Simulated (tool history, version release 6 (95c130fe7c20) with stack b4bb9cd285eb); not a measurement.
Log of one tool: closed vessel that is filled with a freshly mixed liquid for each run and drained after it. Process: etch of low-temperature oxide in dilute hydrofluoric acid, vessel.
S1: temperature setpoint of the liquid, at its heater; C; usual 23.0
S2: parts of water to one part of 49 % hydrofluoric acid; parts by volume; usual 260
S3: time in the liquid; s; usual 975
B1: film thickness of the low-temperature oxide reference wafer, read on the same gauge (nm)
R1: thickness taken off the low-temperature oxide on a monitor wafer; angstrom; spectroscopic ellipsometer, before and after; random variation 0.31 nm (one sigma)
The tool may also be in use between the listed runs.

Run 1, hour 0.0: usual settings but S2 225 parts by volume; B1 150.00. Result: R1 572.6 angstrom.
Run 2, hour 23.5: usual settings but S2 225 parts by volume; B1 150.01. Result: R1 569.0 angstrom.
Run 3, hour 62.6: usual settings but S2 225 parts by volume; B1 149.99. Result: R1 577.3 angstrom.
Run 4, hour 94.7: usual settings but S2 170 parts by volume; B1 149.99. Result: R1 795.2 angstrom.
Run 5, hour 119.9: usual settings; B1 150.02. Result: R1 485.7 angstrom.
Run 6, hour 136.0: usual settings; B1 150.02. Result: R1 482.0 angstrom.
Run 7, hour 162.6: usual settings but S1 19.5 C, S3 620 s; B1 149.98. Result: R1 276.1 angstrom.
Run 8, hour 187.4: usual settings but S1 19.5 C, S3 620 s; B1 150.00. Result: R1 276.7 angstrom.
Run 9, hour 214.7: usual settings but S1 19.5 C, S3 620 s; B1 150.02. Result: R1 274.8 angstrom.
Run 10, hour 266.3: usual settings but S3 1230 s; B1 149.98. Result: R1 613.0 angstrom.
At hour 290.0: gauge calibrated.
Run 11, hour 298.2: usual settings but S3 1230 s; B1 149.99. Result: R1 614.2 angstrom.
Run 12, hour 310.4: usual settings but S2 175 parts by volume; B1 150.00. Result: R1 789.1 angstrom.
Run 13, hour 339.0: usual settings but S2 175 parts by volume; B1 149.98. Result: R1 800.5 angstrom.
Run 14, hour 362.1: usual settings but S1 26.0 C; B1 150.00. Result: R1 549.8 angstrom.
Run 15, hour 379.5: usual settings; B1 150.01. Result: R1 500.9 angstrom.
Run 16, hour 413.1: usual settings but S1 20.5 C, S2 320 parts by volume; B1 150.01. Result: R1 346.8 angstrom.
Run 17, hour 427.5: usual settings but S1 20.5 C, S3 700 s; B1 150.02. Result: R1 320.9 angstrom.
Run 18, hour 461.0: usual settings but S3 695 s; B1 149.99. Result: R1 354.2 angstrom.
At hour 469.4: hydrofluoric acid flow meter replaced.
Run 19, hour 475.9: usual settings but S1 21.0 C, S2 320 parts by volume, S3 1375 s; B1 150.02. Result: R1 430.0 angstrom.
At hour 496.2: thermometer replaced.
Run 20, hour 548.2: usual settings but S1 26.0 C, S3 1330 s; B1 150.00. Result: R1 648.7 angstrom.
Run 21, hour 578.8: usual settings; B1 150.00. Result: R1 428.5 angstrom.
Run 22, hour 605.8: usual settings; B1 150.01. Result: R1 429.7 angstrom.
Run 23, hour 637.5: usual settings but S2 175 parts by volume; B1 150.00. Result: R1 683.3 angstrom.
Run 24, hour 650.4: usual settings; B1 150.02. Result: R1 423.6 angstrom.
Run 25, hour 686.0: usual settings but S2 165 parts by volume, S3 1185 s; B1 150.01. Result: R1 901.7 angstrom.
Run 26, hour 713.6: usual settings but S2 185 parts by volume; B1 149.99. Result: R1 651.3 angstrom.
Run 27, hour 738.9: usual settings but S1 20.5 C, S2 355 parts by volume, S3 1350 s; B1 150.02. Result: R1 364.9 angstrom.

What the log doesn't show, run by run:
liquid hotter than its thermometer reads (K): 0 in every run
gauge reads high (%): 0 in every run
H1: hydrofluoric acid flow above the setpoint (%)
run     H1
  1   11.7
  2   11.9
  3   12.1
  4   12.3
  5   12.4
  6   12.5
  7   12.7
  8   12.8
  9   12.9
 10   13.2
 11   13.4
 12   13.5
 13   13.6
 14   13.8
 15   13.9
 16     14
 17   14.1
 18   14.3
 19  0.832
 20   1.23
 21    1.4
 22   1.55
 23   1.73
 24    1.8
 25      2
 26   2.15
 27   2.29

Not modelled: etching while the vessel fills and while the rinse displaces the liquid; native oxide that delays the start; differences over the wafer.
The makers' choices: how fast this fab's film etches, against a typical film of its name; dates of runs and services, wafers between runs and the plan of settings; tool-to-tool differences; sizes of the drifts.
